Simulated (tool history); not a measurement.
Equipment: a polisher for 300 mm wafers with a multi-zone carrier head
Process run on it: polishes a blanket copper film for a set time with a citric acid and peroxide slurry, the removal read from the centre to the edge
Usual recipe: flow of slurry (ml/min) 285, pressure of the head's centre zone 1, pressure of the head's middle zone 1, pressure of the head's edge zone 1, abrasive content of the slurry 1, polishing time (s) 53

run    hour  flow of slurry (ml/min)  pressure of the head's centre zone  pressure of the head's middle zone  pressure of the head's edge zone  abrasive content of the slurry  polishing time (s)  incoming thickness of the incoming film, nm  film removed at the wafer's centre (angstrom)  film removed at mid-radius (angstrom)  film removed at the wafer's edge (angstrom)
  1       0                      285                                   1                                   1                                 1                               1                  43                                        532.5                                            819                                    876                                          888
        4.3  -- centre zone pressure recalibrated
       60.2  -- carrier head's membrane replaced by a new one
  2   102.9                      200                                   1                                   1                                 1                             1.1                  53                                        546.8                                           1014                                   1065                                         1082
  3   197.8                      330                                   1                                 0.9                                 1                             1.1                  53                                          531                                           1063                                   1018                                         1139
      237.3  -- slurry nozzle cleaned
  4   256.2                      285                                   1                                   1                                 1                               1                  53                                        538.9                                           1030                                   1070                                         1094
      285.9  -- edge zone pressure recalibrated
  5   342.9                      335                                   1                                   1                              1.11                               1                  53                                        540.9                                           1029                                   1096                                         1153
  6   411.5                      285                                   1                                0.94                                 1                               1                  35                                        539.6                                            669                                    670                                          731
  7   514.2                      285                                1.04                                   1                              0.94                               1                  53                                        539.4                                           1028                                   1075                                         1083
      603.3  -- centre zone pressure recalibrated
      607.1  -- worn pad replaced by a new one
  8   607.6                      285                                   1                                   1                                 1                               1                  53                                        540.8                                           1105                                   1058                                         1086
  9   683.9                      285                                1.04                                   1                                 1                               1                  53                                        539.6                                           1102                                   1080                                         1111
 10   791.8                      285                                   1                                   1                              0.89                               1                  37                                        537.6                                            732                                    741                                          728
 11   871.5                      285                                   1                                0.93                              0.93                               1                  53                                        535.5                                           1018                                   1000                                         1074
 12   934.8                      285                                   1                                   1                                 1                               1                  53                                          539                                           1022                                   1076                                         1091
      956.9  -- edge zone pressure recalibrated
        973  -- carrier head's membrane replaced by a new one
     1009.3  -- slurry nozzle cleaned
 13  1014.7                      285                                   1                                   1                                 1                               1                  53                                        540.1                                           1036                                   1071                                         1106
 14  1081.9                      365                                0.89                                1.08                                 1                               1                  44                                        544.4                                            800                                    961                                          931
 15  1127.4                      285                                   1                                   1                                 1                               1                  43                                        548.7                                            818                                    870                                          883
     1204.1  -- worn pad replaced by a new one
       1278  -- centre zone pressure recalibrated
 16  1441.2                      285                                   1                                   1                              1.06                               1                  62                                        550.9                                           1230                                   1242                                         1290
 17  1529.8                      380                                   1                                1.03                              0.93                               1                  71                                        544.1                                           1434                                   1503                                         1453
 18  1578.9                      285                                0.97                                   1                              0.94                               1                  60                                          530                                           1133                                   1216                                         1219
       1609  -- slurry nozzle cleaned
 19  1624.6                      285                                   1                                   1                              0.93                               1                  65                                        541.8                                           1259                                   1320                                         1298
     1725.2  -- edge zone pressure recalibrated
 20  1732.2                      285                                0.95                                   1                                 1                               1                  44                                        541.8                                            820                                    876                                          901

Same runs, no hidden state in the tool, same run-to-run variation:
Unlogged tool condition in this case: removal rate lost through wear of the pad, %; slurry flow missing at the pad, %; deviation of the centre zone's pressure from its setpoint, %; deviation of the edge zone's pressure from its setpoint, %.
run  film removed at the wafer's centre (angstrom)
  1                                            892
  2                                           1053
  3                                           1124
  4                                           1099
  5                                           1108
  6                                            724
  7                                           1119
  8                                           1106
  9                                           1129
 10                                            766
 11                                           1078
 12                                           1089
 13                                           1111
 14                                            862
 15                                            882
 16                                           1282
 17                                           1515
 18                                           1204
 19                                           1343
 20                                            882
film removed at mid-radius (angstrom): differs from the measured result by no more than 1 in any run.
film removed at the wafer's edge (angstrom): differs from the measured result by no more than 1 in any run.

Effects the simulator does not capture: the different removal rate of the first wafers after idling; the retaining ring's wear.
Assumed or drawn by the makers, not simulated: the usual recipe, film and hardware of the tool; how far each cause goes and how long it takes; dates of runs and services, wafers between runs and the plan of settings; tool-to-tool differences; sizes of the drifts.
